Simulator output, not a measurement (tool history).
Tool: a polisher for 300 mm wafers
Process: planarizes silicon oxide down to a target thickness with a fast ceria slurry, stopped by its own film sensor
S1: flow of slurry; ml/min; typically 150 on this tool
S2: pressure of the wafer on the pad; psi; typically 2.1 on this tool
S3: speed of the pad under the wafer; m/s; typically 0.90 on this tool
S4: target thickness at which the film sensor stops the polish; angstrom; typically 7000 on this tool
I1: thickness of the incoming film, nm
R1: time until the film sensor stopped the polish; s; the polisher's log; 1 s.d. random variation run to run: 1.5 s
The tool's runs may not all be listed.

| run | day | S1 | S2 | S3 | S4 | I1 | R1 |
|---|---|---|---|---|---|---|---|
| 1 | 0.000 | 150 | 2.3 | 0.90 | 9030 | 1752.8 | 72.8 |
| 2 | 7.067 | 150 | 2.3 | 0.90 | 9030 | 1781.6 | 74.7 |
| 3 | 8.279 | 150 | 2.1 | 0.90 | 7000 | 1767.6 | 95.3 |
| 4 | 17.212 | 150 | 2.1 | 0.90 | 7000 | 1780.5 | 105.1 |
| 5 | 25.167 | 150 | 1.8 | 0.90 | 7000 | 1756.3 | 123.0 |
| 6 | 26.783 | 150 | 1.8 | 0.90 | 7000 | 1772.5 | 131.1 |
| 7 | 30.071 | 150 | 2.1 | 0.90 | 7000 | 1783.4 | 95.5 |
| 8 | 32.029 | 150 | 2.1 | 0.90 | 7000 | 1766.2 | 91.7 |
| 9 | 34.571 | 150 | 2.1 | 0.90 | 7000 | 1767.8 | 95.4 |
| 10 | 35.858 | 150 | 2.1 | 0.90 | 7000 | 1759.8 | 94.1 |
| 11 | 38.550 | 150 | 2.5 | 0.90 | 7000 | 1731.9 | 82.8 |
| 12 | 41.508 | 165 | 1.8 | 0.90 | 7000 | 1753.4 | 103.1 |
| 13 | 44.054 | 150 | 1.5 | 0.90 | 8880 | 1752.2 | 101.7 |
| 14 | 47.000 | 150 | 2.1 | 0.90 | 7000 | 1763.1 | 96.6 |
| 15 | 49.121 | 170 | 2.1 | 0.90 | 7000 | 1761.8 | 95.3 |
| 16 | 51.867 | 150 | 2.1 | 1.16 | 7000 | 1773.5 | 78.0 |
| 17 | 53.212 | 150 | 2.4 | 0.90 | 4540 | 1732.8 | 105.1 |
| 18 | 55.279 | 150 | 2.7 | 0.90 | 4190 | 1755.7 | 96.9 |
| 19 | 62.775 | 150 | 2.1 | 0.90 | 7000 | 1752.1 | 97.4 |
| 20 | 64.738 | 150 | 1.6 | 0.90 | 4300 | 1769.7 | 150.3 |

Removed from this log: 9 entries logged between the listed runs. Between which two listed runs does each belong, and how does the tool's hidden state at the listed run before it compare with that at the listed run after it?
Logged between run 3 and run 4: slurry nozzle cleaned (day 10.546); worn pad replaced by a new one (day 13.442)
  removal rate lost through wear of the pad, %: 2.04 -> 9.66
  what was measured, less what the result would be without the hidden state, R1: +2.0 -> +10.1 s
Logged between run 4 and run 5: head pressure recalibrated (day 20.462)
  removal rate lost through wear of the pad, %: 9.66 -> 13
  what was measured, less what the result would be without the hidden state, R1: +10.1 -> +16.1 s
Logged between run 6 and run 7: worn pad replaced by a new one, repeated, since the last time left the tool worse (day 28.754); slurry nozzle cleaned (day 29.292)
  removal rate lost through wear of the pad, %: 14.2 -> 0.36
  what was measured, less what the result would be without the hidden state, R1: +18.6 -> +0.3 s
Logged between run 11 and run 12: worn pad replaced by a new one (day 41.154)
  removal rate lost through wear of the pad, %: 2.95 -> 0.375
  what was measured, less what the result would be without the hidden state, R1: +2.4 -> +0.4 s
Logged between run 13 and run 14: head pressure recalibrated (day 44.238)
  removal rate lost through wear of the pad, %: 0.602 -> 1.31
  what was measured, less what the result would be without the hidden state, R1: +0.6 -> +1.3 s
Logged between run 15 and run 16: slurry nozzle cleaned (day 49.246)
  removal rate lost through wear of the pad, %: 2.11 -> 3.52
  what was measured, less what the result would be without the hidden state, R1: +2.0 -> +2.8 s
Logged between run 17 and run 18: worn pad replaced by a new one (day 54.050)
  removal rate lost through wear of the pad, %: 4.36 -> 0.696
  what was measured, less what the result would be without the hidden state, R1: +4.6 -> +0.7 s

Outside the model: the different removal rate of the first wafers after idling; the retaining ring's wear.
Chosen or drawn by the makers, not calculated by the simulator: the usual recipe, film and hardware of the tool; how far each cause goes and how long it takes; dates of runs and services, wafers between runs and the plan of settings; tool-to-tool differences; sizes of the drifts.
